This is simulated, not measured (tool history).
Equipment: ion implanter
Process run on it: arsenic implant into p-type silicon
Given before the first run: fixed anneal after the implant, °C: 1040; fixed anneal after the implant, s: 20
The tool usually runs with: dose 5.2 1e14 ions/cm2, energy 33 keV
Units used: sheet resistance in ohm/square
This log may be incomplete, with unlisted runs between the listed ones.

run,hour,dose,energy,"read-back reference wafer on the same gauge, sheet resistance",sheet resistance
1,0,5.2,29,147.05,184.8
2,8.9,5.2,33,147.05,181.47
3,16.1,5.2,33,146.91,181.91
4,33.7,5.2,33,147.12,181.23
5,44.6,5.2,33,147.12,180.49
6,61.3,5.2,33,147.01,182.29
7,74.5,5.2,33,146.99,181.23
8,81,5.2,33,147.01,181.4
# hour 89.8: gauge calibrated
9,92.6,5.2,33,147.1,181.22
10,102,5.2,33,146.97,181.74
11,115.3,5.74,33,147.01,168.07
# hour 130.4: extraction supply calibrated
# hour 140.6: Faraday cup replaced and dose calibrated
12,154.8,5.74,33,147.06,168.74
13,164.8,5.61,41.5,147.08,165.99
14,173.9,4.27,30,147.04,213.55
15,181,6.05,23.5,147.07,168.84
16,187.6,5.2,33,146.91,181.11
17,195.6,5.64,30,147.11,174.11
18,213.1,5.2,33,146.97,181.69
19,224.6,5.2,33,147.1,181.21
20,239.1,3.96,28.5,147.06,228.62
21,254,6.45,42.5,146.97,149.24
22,264.2,6.73,33,147.09,149.32
23,272.4,3.82,29.5,147,233.1
24,280.2,5.2,33,146.92,182.4
25,289.1,6.73,33,147.03,149.66

Predict each of these 4 candidate next runs independently; none follows another, all start after run 25:
A,289.5,5.2,33,?,?
B,289.5,6.2,42.5,?,?
C,289.5,6.09,25,?,?
D,289.5,6.15,25.5,?,?

run,"read-back reference wafer on the same gauge, sheet resistance",sheet resistance
A,146.93,180.97
B,146.93,152.69
C,146.93,166.75
D,146.93,165.08
Had the tool no hidden state, the same runs would have come out as:
run,sheet resistance
A,180.97
B,152.69
C,166.75
D,165.08
